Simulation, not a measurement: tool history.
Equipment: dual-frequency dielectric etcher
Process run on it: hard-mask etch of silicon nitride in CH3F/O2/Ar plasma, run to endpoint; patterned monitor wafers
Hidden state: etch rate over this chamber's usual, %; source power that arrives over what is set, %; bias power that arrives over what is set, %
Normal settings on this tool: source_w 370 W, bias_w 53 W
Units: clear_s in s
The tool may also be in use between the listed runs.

| run | hour | source_w | bias_w | wafers since the last listed run | hours since the last wet clean | hours since the last source power generator calibration | hours since the last bias power generator calibration | hours since the last upper electrode change | incoming incoming film thickness, nm | clear_s |
|---|---|---|---|---|---|---|---|---|---|---|
| 1 | 0 | 370 | 53 | 0 | 186.7 | 1137.1 | 2106.9 | 5548.2 | 38.01 | 66.9 |
| 2 | 6.3 | 370 | 53 | 78 | 193 | 1143.4 | 2113.2 | 5554.5 | 37.86 | 66.7 |
| 3 | 13.3 | 370 | 53 | 87 | 200 | 1150.4 | 2120.2 | 5561.5 | 38.17 | 67.5 |
| 4 | 29.2 | 370 | 53 | 198 | 215.9 | 1166.3 | 2136.1 | 5577.4 | 37.87 | 67.1 |
| 5 | 43.9 | 370 | 53 | 183 | 230.6 | 1181 | 2150.8 | 5592.1 | 37.79 | 66.8 |
| 6 | 58.8 | 370 | 53 | 185 | 245.5 | 1195.9 | 2165.7 | 5607 | 37.98 | 67.6 |
| 7 | 73.3 | 370 | 43 | 180 | 260 | 1210.4 | 2180.2 | 5621.5 | 37.87 | 71.2 |
| 8 | 88.5 | 370 | 53 | 189 | 275.2 | 1225.6 | 2195.4 | 5636.7 | 38.18 | 67.7 |
|  | 115.5 | upper electrode replaced |
| 9 | 116 | 370 | 53 | 43 | 302.7 | 1253.1 | 2222.9 | 0.5 | 38.11 | 67.8 |
| 10 | 116.3 | 370 | 53 | 3 | 303 | 1253.4 | 2223.2 | 0.8 | 37.75 | 67.2 |
| 11 | 116.7 | 370 | 53 | 4 | 303.4 | 1253.8 | 2223.6 | 1.2 | 38.1 | 67.7 |
|  | 141.5 | wet clean of the chamber |
| 12 | 142 | 370 | 53 | 16 | 0.5 | 1279.1 | 2248.9 | 26.5 | 37.85 | 65.4 |
| 13 | 142.3 | 370 | 60 | 3 | 0.8 | 1279.4 | 2249.2 | 26.8 | 37.88 | 63 |
| 14 | 144.9 | 440 | 62 | 32 | 3.4 | 1282 | 2251.8 | 29.4 | 38.05 | 58.5 |
| 15 | 160.2 | 340 | 53 | 190 | 18.7 | 1297.3 | 2267.1 | 44.7 | 38.09 | 68.1 |
| 16 | 169.6 | 370 | 53 | 117 | 28.1 | 1306.7 | 2276.5 | 54.1 | 38.05 | 65.8 |
| 17 | 184.3 | 370 | 53 | 183 | 42.8 | 1321.4 | 2291.2 | 68.8 | 37.81 | 65.7 |
|  | 195.2 | bias power generator calibrated |
| 18 | 196.3 | 370 | 53 | 99 | 54.8 | 1333.4 | 1.1 | 80.8 | 37.99 | 66 |
| 19 | 204.3 | 370 | 47 | 99 | 62.8 | 1341.4 | 9.1 | 88.8 | 37.83 | 68.4 |
| 20 | 220.6 | 370 | 45 | 203 | 79.1 | 1357.7 | 25.4 | 105.1 | 37.93 | 69.2 |
|  | 227 | source power generator calibrated |
| 21 | 236.2 | 320 | 61 | 144 | 94.7 | 9.2 | 41 | 120.7 | 37.92 | 67.3 |
| 22 | 243.3 | 390 | 42 | 88 | 101.8 | 16.3 | 48.1 | 127.8 | 38.22 | 70 |
| 23 | 257.1 | 370 | 61 | 172 | 115.6 | 30.1 | 61.9 | 141.6 | 38.27 | 64.1 |
| 24 | 269.9 | 280 | 59 | 159 | 128.4 | 42.9 | 74.7 | 154.4 | 37.91 | 72.4 |
| 25 | 323.6 | 430 | 56 | 669 | 182.1 | 96.6 | 128.4 | 208.1 | 38.2 | 61.9 |
| 26 | 330.6 | 450 | 45 | 87 | 189.1 | 103.6 | 135.4 | 215.1 | 38.07 | 64.2 |

Here are 4 independent what-if runs from the current tool condition. What would each one return?
| A | 331 | 370 | 53 | 4 | 189.5 | 104 | 135.8 | 215.5 | 37.96 | ? |
| B | 331 | 400 | 53 | 4 | 189.5 | 104 | 135.8 | 215.5 | 37.96 | ? |
| C | 331 | 410 | 65 | 4 | 189.5 | 104 | 135.8 | 215.5 | 37.96 | ? |
| D | 331 | 430 | 58 | 4 | 189.5 | 104 | 135.8 | 215.5 | 37.96 | ? |

| run | clear_s |
|---|---|
| A | 66.9 |
| B | 64.7 |
| C | 60.2 |
| D | 61.1 |
The same runs, with their run-to-run variation unchanged, on a tool lacking any hidden condition would have given:
| run | clear_s |
|---|---|
| A | 65.7 |
| B | 63.5 |
| C | 59.1 |
| D | 60 |
